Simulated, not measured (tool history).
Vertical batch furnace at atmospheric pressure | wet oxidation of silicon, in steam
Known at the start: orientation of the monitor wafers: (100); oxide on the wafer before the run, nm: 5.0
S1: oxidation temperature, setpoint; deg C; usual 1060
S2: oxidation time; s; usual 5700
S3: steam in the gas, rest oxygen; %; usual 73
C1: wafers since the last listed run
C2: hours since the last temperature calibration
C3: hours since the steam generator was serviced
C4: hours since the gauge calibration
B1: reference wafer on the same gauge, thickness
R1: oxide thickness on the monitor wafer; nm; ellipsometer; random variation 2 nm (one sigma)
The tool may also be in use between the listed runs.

run    hour    S1    S2  S3    C1      C2      C3      C4      B1      R1
  1     0.0  1060  7860  80     0  1218.3  3242.7  1202.2  805.38  862.59
  2   104.9  1060  7860  80  1604  1323.2  3347.6  1307.1  805.56  861.15
  3   169.0  1060  4530  73   980  1387.3  3411.7  1371.2  804.70  586.67
      214.1  -- thermocouples replaced and temperature profile calibrated
  4   248.4  1060  4530  73   847    34.3  3491.1  1450.6  805.11  593.19
  5   349.8  1060  4530  73  1550   135.7  3592.5  1552.0  804.67  588.52
  6   394.2  1060  5700  73   679   180.1  3636.9  1596.4  805.03  671.78
  7   444.7  1060  5700  73   772   230.6  3687.4  1646.9  804.66  675.26
  8   545.7  1060  5700  73  1544   331.6  3788.4  1747.9  804.81  673.61
  9   618.0  1060  5700  77  1105   403.9  3860.7  1820.2  804.98  695.69
 10   707.9  1060  4380  73  1374   493.8  3950.6  1910.1  805.39  575.52
 11   878.0  1060  4380  73  2601   663.9  4120.7  2080.2  805.18  575.13
 12   938.3  1060  4380  73   922   724.2  4181.0  2140.5  805.29  577.12
 13   988.9  1066  5700  73   773   774.8  4231.6  2191.1  804.86  694.13
     1055.3  -- steam generator serviced
 14  1065.8  1066  5700  73   809   851.7    10.5  2268.0  805.56  709.06
 15  1109.9  1060  5700  73   674   895.8    54.6  2312.1  805.05  686.32
 16  1152.7  1060  5700  73   654   938.6    97.4  2354.9  804.95  691.86
 17  1218.3  1060  5700  73  1003  1004.2   163.0  2420.5  804.61  687.64
 18  1297.0  1060  5700  73  1203  1082.9   241.7  2499.2  804.89  694.45
 19  1353.9  1045  3210  73   870  1139.8   298.6  2556.1  804.84  449.27
 20  1422.0  1060  6540  67  1041  1207.9   366.7  2624.2  804.92  708.95
     1465.0  -- gauge calibrated
 21  1509.4  1060  5700  73  1336  1295.3   454.1    44.4  805.21  688.73
 22  1616.1  1060  3360  73  1631  1402.0   560.8   151.1  804.76  500.37
     1654.9  -- thermocouples replaced and temperature profile calibrated
 23  1669.7  1060  5700  68   452    14.8   614.4   204.7  805.62  660.41
 24  1776.5  1043  3930  79  1633   121.6   721.2   311.5  804.77  526.27
 25  1844.8  1060  3840  67  1044   189.9   789.5   379.8  804.78  517.41
 26  1893.7  1060  8370  77   747   238.8   838.4   428.7  804.93  882.49
 27  1961.8  1041  6690  66  1041   306.9   906.5   496.8  805.41  645.50
 28  2057.2  1052  4350  77  1459   402.3  1001.9   592.2  805.19  578.95
 29  2100.2  1060  3420  73   657   445.3  1044.9   635.2  805.00  503.66
 30  2137.7  1067  4380  69   573   482.8  1082.4   672.7  804.98  588.34
 31  2193.6  1060  5700  73   854   538.7  1138.3   728.6  805.37  685.20
 32  2266.6  1060  5700  73  1116   611.7  1211.3   801.6  804.89  683.92
 33  2339.4  1066  5700  73  1113   684.5  1284.1   874.4  805.04  704.70
 34  2409.8  1081  8070  69  1076   754.9  1354.5   944.8  805.07  885.67
 35  2513.9  1078  7950  62  1592   859.0  1458.6  1048.9  804.75  816.74
 36  2563.0  1073  5700  83   750   908.1  1507.7  1098.0  805.22  780.95

Hidden state or all else? Some run-to-run changes of R1, split into what the settings, what came in and random variation would give without the hidden state, and what is left for the hidden state (with any gauge scatter that isn't in both results):
The hidden state here: true tube temperature minus thermocouple reading, K; steam share off its setpoint, % of the setpoint; gauge reads high (%).
Run 2 -> 3: S2 7860 -> 4530, S3 80 -> 73. R1 -274.48 nm: hidden state +6.67, all else -281.15.
Run 13 -> 14: steam generator serviced. R1 +14.93 nm: hidden state +19.71, all else -4.78.
Run 19 -> 20: S1 1045 -> 1060, S2 3210 -> 6540, S3 73 -> 67. R1 +259.68 nm: hidden state -2.65, all else +262.33.
Run 25 -> 26: S2 3840 -> 8370, S3 67 -> 77. R1 +365.08 nm: hidden state -4.95, all else +370.03.
